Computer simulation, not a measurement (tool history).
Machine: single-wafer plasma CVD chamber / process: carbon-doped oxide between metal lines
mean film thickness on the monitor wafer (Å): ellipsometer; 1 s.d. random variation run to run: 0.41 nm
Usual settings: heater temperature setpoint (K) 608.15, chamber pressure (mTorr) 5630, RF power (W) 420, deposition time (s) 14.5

run   hour  heater temperature setpoint (K)  chamber pressure (mTorr)  RF power (W)  deposition time (s)  read-back reference wafer on the same gauge, thickness_nm  mean film thickness on the monitor wafer (Å)
  1    0.0                           600.15                      5630           420                 14.5                                                     66.643                                        795.60
  2   30.1                           600.15                      5630           420                 14.5                                                     66.604                                        787.58
  3   53.4                           600.15                      5630           420                 14.5                                                     66.643                                        792.16
  4   78.1                           608.15                      5630           420                 14.5                                                     66.461                                        767.31
  5  106.4                           608.15                      5630           420                 14.5                                                     66.528                                        772.33
  6  123.3                           608.15                      5630           420                 14.5                                                     66.476                                        777.59
  7  140.7                           599.15                      5630           420                 14.5                                                     66.480                                        794.63
  8  158.3                           599.15                      5630           420                 14.5                                                     66.492                                        786.72
  9  171.4                           608.15                      5630           420                 14.5                                                     66.468                                        769.81
 10  189.2                           608.15                      5630           420                 14.5                                                     66.512                                        773.61
 11  212.6                           608.15                      5630           375                 14.5                                                     66.585                                        703.72
     214.9  -- gauge calibrated
     248.5  -- thermocouple changed; heater temperature recalibrated
 12  249.0                           608.15                      5630           375                 14.5                                                     66.521                                        707.07
 13  268.3                           608.15                      5630           420                 14.5                                                     66.482                                        771.51
 14  287.5                           608.15                      5630           420                 14.5                                                     66.577                                        771.14
 15  310.9                           594.15                      5630           355                 14.5                                                     66.544                                        707.34
     331.9  -- RF generator calibrated
 16  340.8                           600.15                      5630           420                 14.5                                                     66.585                                        788.46
 17  372.1                           608.15                      5630           420                 14.5                                                     66.569                                        764.26
     435.3  -- capacitance manometer re-zeroed and calibrated
 18  466.8                           612.15                      4980           420                 14.5                                                     66.551                                        754.80
     495.8  -- showerhead replaced
 19  497.9                           608.15                      5630           420                 13.2                                                     66.534                                        699.85
 20  510.6                           608.15                      4360           475                 14.5                                                     66.458                                        828.49
 21  537.4                           608.15                      6560           445                 14.5                                                     66.461                                        811.25
 22  551.8                           608.15                      6750           420                 16.9                                                     66.499                                        899.38
 23  604.8                           608.15                      5630           420                 11.6                                                     66.523                                        619.49
 24  620.2                           612.15                      5630           420                 12.7                                                     66.528                                        665.51
 25  643.3                           608.15                      4960           420                 14.5                                                     66.486                                        767.02
 26  656.5                           608.15                      5630           420                 14.5                                                     66.545                                        770.93

Each row is a separate what-if for the run after 26, all from the same tool condition, not one after another. Results?
  A  656.9                           608.15                      6540           420                 14.5                                                          ?                                             ?
  B  656.9                           608.15                      5270           465                 14.5                                                          ?                                             ?
  C  656.9                           603.15                      4810           345                 14.5                                                          ?                                             ?
  D  656.9                           608.15                      5630           420                 16.9                                                          ?                                             ?

run  read-back reference wafer on the same gauge, thickness_nm  mean film thickness on the monitor wafer (Å)
  A                                                     66.468                                        773.41
  B                                                     66.468                                        821.39
  C                                                     66.468                                        661.50
  D                                                     66.468                                        890.72
The same runs, with their run-to-run variation unchanged, on a tool lacking any hidden condition would have given:
run  mean film thickness on the monitor wafer (Å)
  A                                        773.41
  B                                        821.39
  C                                        661.50
  D                                        890.72

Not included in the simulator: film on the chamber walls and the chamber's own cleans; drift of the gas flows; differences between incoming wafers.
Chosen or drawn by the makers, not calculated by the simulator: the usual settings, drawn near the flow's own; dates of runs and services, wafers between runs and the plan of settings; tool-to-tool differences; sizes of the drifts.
